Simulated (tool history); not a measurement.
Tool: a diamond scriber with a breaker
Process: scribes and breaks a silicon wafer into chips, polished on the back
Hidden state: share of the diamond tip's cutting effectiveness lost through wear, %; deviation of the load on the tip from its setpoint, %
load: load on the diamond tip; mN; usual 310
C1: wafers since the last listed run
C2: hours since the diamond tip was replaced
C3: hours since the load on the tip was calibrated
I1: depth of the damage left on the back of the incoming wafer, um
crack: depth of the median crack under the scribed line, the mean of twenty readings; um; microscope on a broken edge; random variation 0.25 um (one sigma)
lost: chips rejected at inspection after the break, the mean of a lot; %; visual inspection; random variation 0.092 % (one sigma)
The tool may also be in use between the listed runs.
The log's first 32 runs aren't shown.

At hour 791: load on the tip recalibrated.
Run 33, hour 837.8: usual settings; C1 234; C2 587.7; C3 46.8; I1 0.04. Result: crack 12.35 um, lost 4.54 %.
Run 34, hour 873.4: usual settings but load 230 mN; C1 157; C2 623.3; C3 82.4; I1 0.02. Result: crack 10.24 um, lost 19.3 %.
Run 35, hour 902.8: usual settings but load 218 mN; C1 130; C2 652.7; C3 111.8; I1 0.04. Result: crack 10.06 um, lost 22.61 %.
At hour 922.9: diamond tip replaced by a new one.
Run 36, hour 926.1: usual settings but load 342 mN; C1 94; C2 3.2; C3 135.1; I1 0.02. Result: crack 13.87 um, lost 1.83 %.
Run 37, hour 940.7: usual settings; C1 64; C2 17.8; C3 149.7; I1 0.04. Result: crack 13.04 um, lost 2.15 %.
Run 38, hour 1016.3: usual settings but load 222 mN; C1 334; C2 93.4; C3 225.3; I1 0.03. Result: crack 10.5 um, lost 15.8 %.
Run 39, hour 1052: usual settings; C1 157; C2 129.1; C3 261; I1 0.03. Result: crack 12.54 um, lost 3.83 %.
Run 40, hour 1087.8: usual settings but load 261 mN; C1 158; C2 164.9; C3 296.8; I1 0.03. Result: crack 11.26 um, lost 10.98 %.
Run 41, hour 1120: usual settings; C1 142; C2 197.1; C3 329; I1 0.02. Result: crack 11.99 um, lost 5.01 %.

4 ways to go on from here, each from the tool as it stands after run 41. What would each give?
Run A, hour 1120.6: usual settings; C1 2; C2 197.7; C3 329.6; I1 0.05. Result: crack ?, lost ?.
Run B, hour 1120.6: usual settings but load 350 mN; C1 2; C2 197.7; C3 329.6; I1 0.05. Result: crack ?, lost ?.
Run C, hour 1120.6: usual settings but load 239 mN; C1 2; C2 197.7; C3 329.6; I1 0.05. Result: crack ?, lost ?.
Run D, hour 1120.6: usual settings but load 224 mN; C1 2; C2 197.7; C3 329.6; I1 0.05. Result: crack ?, lost ?.

run  crack   lost
  A  12.31   4.63
  B  13.21   2.16
  C  10.62  15.46
  D  10.24  19.01
Without the tool's hidden state the same runs would have given:
run  crack  lost
  A   13.9  1.63
  B  14.92  2.65
  C  11.99  6.01
  D  11.57  8.31

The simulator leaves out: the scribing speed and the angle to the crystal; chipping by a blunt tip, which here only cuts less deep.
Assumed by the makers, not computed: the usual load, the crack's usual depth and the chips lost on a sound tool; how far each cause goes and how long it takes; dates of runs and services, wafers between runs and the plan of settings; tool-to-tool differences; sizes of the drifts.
